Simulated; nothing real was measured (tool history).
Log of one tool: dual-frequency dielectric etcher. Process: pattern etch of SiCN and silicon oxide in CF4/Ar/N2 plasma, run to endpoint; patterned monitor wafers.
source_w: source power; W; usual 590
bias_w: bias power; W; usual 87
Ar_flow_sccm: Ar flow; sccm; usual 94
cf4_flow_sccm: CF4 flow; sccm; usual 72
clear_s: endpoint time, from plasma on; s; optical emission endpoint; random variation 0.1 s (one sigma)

run,hour,source_w,bias_w,Ar_flow_sccm,cf4_flow_sccm,wafers since the last listed run,hours since the last wet clean,hours since the last source power generator calibration,hours since the last bias power generator calibration,hours since the last Ar flow controller change,hours since the last CF4 flow controller change,hours since the last upper electrode change,"incoming incoming film thickness, nm",clear_s
1,0.0,490,87,94,67,0,297.4,2980.2,939.7,4223.4,2830.7,4332.9,16.17,16.1
2,56.3,490,87,94,67,1069,353.7,3036.5,996.0,4279.7,2887.0,4389.2,16.27,16.3
3,98.2,490,87,94,67,796,395.6,3078.4,1037.9,4321.6,2928.9,4431.1,16.04,16.3
4,131.4,590,87,82,72,630,428.8,3111.6,1071.1,4354.8,2962.1,4464.3,16.18,13.8
5,194.6,590,87,82,72,1200,492.0,3174.8,1134.3,4418.0,3025.3,4527.5,16.22,13.7
6,220.3,590,87,94,72,488,517.7,3200.5,1160.0,4443.7,3051.0,4553.2,16.06,14.1
7,279.7,590,87,94,72,1128,577.1,3259.9,1219.4,4503.1,3110.4,4612.6,16.17,14.1
# hour 319.7: wet clean of the chamber
8,320.2,590,87,94,72,313,0.5,3300.4,1259.9,4543.6,3150.9,4653.1,16.16,13.5
9,350.5,590,87,80,72,575,30.8,3330.7,1290.2,4573.9,3181.2,4683.4,16.15,13.3
10,376.3,640,94,94,72,490,56.6,3356.5,1316.0,4599.7,3207.0,4709.2,16.09,12.4
# hour 388.1: source power generator calibrated
11,507.8,640,94,94,72,2422,188.1,119.7,1447.5,4731.2,3338.5,4840.7,16.16,12.6
# hour 543.3: CF4 flow controller replaced
12,578.0,470,87,116,77,1219,258.3,189.9,1517.7,4801.4,34.7,4910.9,16.11,16.9
13,620.2,590,87,94,72,801,300.5,232.1,1559.9,4843.6,76.9,4953.1,16.11,14.0
14,684.7,590,87,94,72,1225,365.0,296.6,1624.4,4908.1,141.4,5017.6,16.22,14.1
# hour 711.8: Ar flow controller replaced
15,732.5,590,87,94,72,794,412.8,344.4,1672.2,20.7,189.2,5065.4,16.15,14.2
16,788.8,690,87,94,72,1069,469.1,400.7,1728.5,77.0,245.5,5121.7,16.00,12.4
# hour 798.8: bias power generator calibrated
# hour 849.6: wet clean of the chamber
17,850.1,710,87,88,72,632,0.5,462.0,51.3,138.3,306.8,5183.0,16.09,11.6
# hour 944.5: upper electrode replaced
18,953.5,590,87,104,66,1508,103.9,565.4,154.7,241.7,410.2,9.0,16.06,14.2

The next listed run, before its measurement:
19,1021.9,590,87,94,72,1299,172.3,633.8,223.1,310.1,478.6,77.4,15.82,?

Run 19 gave clear_s 13.5 s.
Without the tool's hidden state the same run would have given clear_s 13.2 s.
